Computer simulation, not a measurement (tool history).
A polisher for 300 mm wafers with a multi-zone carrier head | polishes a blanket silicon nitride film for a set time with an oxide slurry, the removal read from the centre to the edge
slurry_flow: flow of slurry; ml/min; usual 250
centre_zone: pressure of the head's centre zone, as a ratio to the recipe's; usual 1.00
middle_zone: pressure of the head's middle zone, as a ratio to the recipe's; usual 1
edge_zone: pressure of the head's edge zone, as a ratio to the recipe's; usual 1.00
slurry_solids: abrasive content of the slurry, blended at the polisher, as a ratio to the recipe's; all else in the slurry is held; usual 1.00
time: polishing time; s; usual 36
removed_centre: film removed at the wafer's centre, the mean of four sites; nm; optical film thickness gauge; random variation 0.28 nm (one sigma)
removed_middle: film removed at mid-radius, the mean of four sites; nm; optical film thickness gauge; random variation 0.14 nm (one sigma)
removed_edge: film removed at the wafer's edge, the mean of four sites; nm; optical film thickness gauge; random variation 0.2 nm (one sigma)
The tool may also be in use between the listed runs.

| run | day | slurry_flow | centre_zone | middle_zone | edge_zone | slurry_solids | time | wafers since the last listed run | wafers polished on this pad | hours since the slurry nozzle was cleaned | hours since the centre zone pressure was calibrated | hours since the edge zone pressure was calibrated | hours since the carrier head's membrane was replaced | incoming thickness of the incoming film, nm | removed_centre | removed_middle | removed_edge |
|---|---|---|---|---|---|---|---|---|---|---|---|---|---|---|---|---|---|
| 1 | 0.000 | 250 | 1.11 | 1 | 1.00 | 1.00 | 36 | 0 | 1127 | 47.8 | 1202.8 | 717.1 | 1229.4 | 641.8 | 23.8 | 19.2 | 19.3 |
| 2 | 0.704 | 250 | 1.00 | 1 | 1.08 | 1.00 | 36 | 209 | 1337 | 64.7 | 1219.7 | 734.0 | 1246.3 | 645.5 | 20.8 | 19.2 | 19.7 |
| 3 | 1.125 | 195 | 0.97 | 1 | 1.00 | 1.00 | 47 | 125 | 1462 | 74.8 | 1229.8 | 744.1 | 1256.4 | 646.1 | 25.9 | 24.1 | 24.3 |
| 4 | 1.458 | 250 | 1.00 | 1 | 1.00 | 1.00 | 36 | 99 | 1561 | 82.8 | 1237.8 | 752.1 | 1264.4 | 641.1 | 20.7 | 18.8 | 19.4 |
| 5 | 1.792 | 250 | 1.00 | 1 | 1.00 | 1.00 | 36 | 99 | 1660 | 90.8 | 1245.8 | 760.1 | 1272.4 | 638.8 | 20.7 | 18.9 | 19.0 |
| 6 | 2.271 | 190 | 1.00 | 1 | 0.96 | 1.00 | 36 | 142 | 1803 | 102.3 | 1257.3 | 771.6 | 1283.9 | 637.0 | 19.7 | 18.3 | 18.3 |
|  | 2.533 | worn pad replaced by a new one |
| 7 | 3.000 | 205 | 1.08 | 1 | 1.08 | 1.20 | 36 | 167 | 138 | 119.8 | 1274.8 | 789.1 | 1301.4 | 633.2 | 25.4 | 20.5 | 21.7 |
| 8 | 3.617 | 250 | 1.00 | 1 | 1.12 | 1.00 | 36 | 183 | 322 | 134.6 | 1289.6 | 803.9 | 1316.2 | 636.1 | 22.4 | 20.2 | 21.0 |
| 9 | 4.150 | 250 | 1.00 | 1 | 1.00 | 1.00 | 36 | 158 | 480 | 147.4 | 1302.4 | 816.7 | 1329.0 | 647.5 | 21.8 | 19.7 | 19.9 |
|  | 4.471 | carrier head's membrane replaced by a new one |
| 10 | 4.492 | 250 | 1.00 | 1 | 1.00 | 1.20 | 40 | 39 | 520 | 155.6 | 1310.6 | 824.9 | 0.5 | 650.4 | 25.2 | 23.0 | 23.3 |
| 11 | 5.108 | 250 | 1.00 | 1 | 1.00 | 1.00 | 39 | 183 | 703 | 170.4 | 1325.4 | 839.7 | 15.3 | 646.7 | 23.4 | 21.1 | 21.1 |
|  | 5.367 | edge zone pressure recalibrated |
| 12 | 5.721 | 250 | 0.89 | 1 | 1.00 | 1.00 | 36 | 157 | 861 | 185.1 | 1340.1 | 8.5 | 30.0 | 643.5 | 18.7 | 19.2 | 19.2 |
|  | 6.308 | centre zone pressure recalibrated |
| 13 | 7.858 | 320 | 1.00 | 1 | 1.00 | 1.00 | 36 | 611 | 1472 | 236.4 | 37.2 | 59.8 | 81.3 | 639.7 | 19.7 | 19.6 | 20.0 |
|  | 8.546 | worn pad replaced by a new one |
| 14 | 8.600 | 250 | 0.96 | 1 | 1.11 | 1.25 | 36 | 171 | 16 | 254.2 | 55.0 | 77.6 | 99.1 | 638.4 | 20.9 | 21.5 | 22.6 |

Forecast run 15:
| 15 | 10.729 | 250 | 1.00 | 1 | 1.00 | 1.00 | 36 | 633 | 650 | 305.3 | 106.1 | 128.7 | 150.2 | 638.5 | ? | ? | ? |

{"run 15": {"removed_centre": 19.3, "removed_middle": 19.6, "removed_edge": 19.5}}
Without the tool's hidden state the same run would have given removed_centre 20.3 nm, removed_middle 20.6 nm, removed_edge 20.6 nm.
